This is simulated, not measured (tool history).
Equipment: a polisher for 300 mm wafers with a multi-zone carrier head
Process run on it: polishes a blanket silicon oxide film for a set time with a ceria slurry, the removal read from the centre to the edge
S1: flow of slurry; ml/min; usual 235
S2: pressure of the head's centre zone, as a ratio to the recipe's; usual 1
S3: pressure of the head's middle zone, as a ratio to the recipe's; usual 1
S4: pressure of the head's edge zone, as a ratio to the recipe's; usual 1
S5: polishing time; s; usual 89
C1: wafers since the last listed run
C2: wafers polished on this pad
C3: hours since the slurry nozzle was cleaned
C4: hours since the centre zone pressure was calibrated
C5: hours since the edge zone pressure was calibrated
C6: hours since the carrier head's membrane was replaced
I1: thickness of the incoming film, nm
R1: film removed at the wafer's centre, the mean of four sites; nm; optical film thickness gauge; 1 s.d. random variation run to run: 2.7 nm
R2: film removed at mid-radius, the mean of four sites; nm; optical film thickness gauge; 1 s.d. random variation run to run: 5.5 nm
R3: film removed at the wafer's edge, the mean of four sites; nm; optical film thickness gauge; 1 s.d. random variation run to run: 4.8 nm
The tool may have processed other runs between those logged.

run	day	S1	S2	S3	S4	S5	C1	C2	C3	C4	C5	C6	I1	R1	R2	R3
1	0	235	1	1	1	89	0	1327	562.1	524.6	645.9	1602.5	1754.6	360.4	366.5	354.2
2	1.592	235	1	1	1	89	401	1729	600.3	562.8	684.1	1640.7	1796.1	354.4	364.5	348.5
3	3.192	235	1	1	1	89	403	2132	638.7	601.2	722.5	1679.1	1769.9	350.6	350.7	342.5
# day 4.021: worn pad replaced by a new one
4	5.992	235	1	1	1	101	664	497	705.9	668.4	789.7	1746.3	1787.2	411.4	424.4	408.6
# day 6.646: slurry nozzle cleaned
5	7.796	235	1	1	1	81	444	942	27.6	711.7	833	1789.6	1770.9	331.8	333.3	330
6	9.833	235	1	1	1	81	514	1456	76.5	760.6	881.9	1838.5	1778.6	323.8	339	314.1
7	11.8	235	1	1	1	81	496	1952	123.7	807.8	929.1	1885.7	1742.8	314.7	324.8	320
# day 15.104: carrier head's membrane replaced by a new one
# day 16.204: worn pad replaced by a new one
8	16.858	235	1	1	1	89	1182	165	245.1	929.2	1050.5	42.1	1786.2	370.5	382.5	365.4
9	19.429	235	1	1	1	89	648	813	306.8	990.9	1112.2	103.8	1789.1	362.6	372	360.3
10	21.533	235	1	1.12	1	89	531	1344	357.3	1041.4	1162.7	154.3	1761.5	360.1	395.4	353.7
# day 22.542: centre zone pressure recalibrated
11	24.121	235	1	1	1	107	632	1976	419.4	37.9	1224.8	216.4	1803	422	429.8	416.1
# day 25.646: edge zone pressure recalibrated
12	26.533	235	1	0.97	1	81	587	2564	477.3	95.8	21.3	274.3	1763.1	312.9	305	304.9
# day 27.108: worn pad replaced by a new one
13	28.396	235	1	1.04	0.92	89	428	325	522	140.5	66	319	1744.6	367.1	384.7	346
14	30.488	235	1	0.97	0.89	89	527	852	572.2	190.7	116.2	369.2	1754.2	367.2	369.1	345.5
15	33.208	255	0.92	1.03	1	89	686	1539	637.5	256	181.5	434.5	1801.8	335.3	375.8	352.7
16	36.133	235	1	1	1	89	738	2277	707.7	326.2	251.7	504.7	1763.8	345.8	354.5	336.9
# day 36.771: slurry nozzle cleaned
17	38.95	235	1	1	1	89	700	2978	52.3	393.8	319.3	572.3	1778.8	328.9	333.7	335.2
# day 39.121: worn pad replaced by a new one
18	41.912	235	0.9	0.92	1	89	705	704	123.4	464.9	390.4	643.4	1770.5	327	335.4	350.3
19	44.042	235	1	1	1	89	537	1241	174.5	516	441.5	694.5	1750.9	361.4	368.9	354.9
20	45.546	270	1.04	1	0.97	89	379	1621	210.6	552.1	477.6	730.6	1792.3	371.9	364	340.4
21	47.662	185	1	1	1	116	534	2155	261.4	602.9	528.4	781.4	1782.9	441	454.2	439.5

Here are 5 independent what-if runs from the current tool condition. What would each one return?
A	47.679	235	1.06	1	1	89	4	2159	261.8	603.3	528.8	781.8	1773.1	?	?	?
B	47.679	280	1	1	0.96	89	4	2159	261.8	603.3	528.8	781.8	1773.1	?	?	?
C	47.679	235	1	1	1	104	4	2159	261.8	603.3	528.8	781.8	1773.1	?	?	?
D	47.679	235	0.93	0.92	1.04	89	4	2159	261.8	603.3	528.8	781.8	1773.1	?	?	?
E	47.679	235	1.09	1	1	89	4	2159	261.8	603.3	528.8	781.8	1773.1	?	?	?

run	R1	R2	R3
A	368.9	351.9	338.9
B	352.9	356.7	335.6
C	406.5	411.4	396
D	323.1	328.4	345.8
E	379.4	351.9	338.9
The same runs, with their run-to-run variation unchanged, on a tool lacking any hidden condition would have given:
run	R1	R2	R3
A	398.1	379.8	365.7
B	380.9	384.9	362.1
C	438.6	443.9	427.3
D	348.7	354.4	373.1
E	409.4	379.7	365.7

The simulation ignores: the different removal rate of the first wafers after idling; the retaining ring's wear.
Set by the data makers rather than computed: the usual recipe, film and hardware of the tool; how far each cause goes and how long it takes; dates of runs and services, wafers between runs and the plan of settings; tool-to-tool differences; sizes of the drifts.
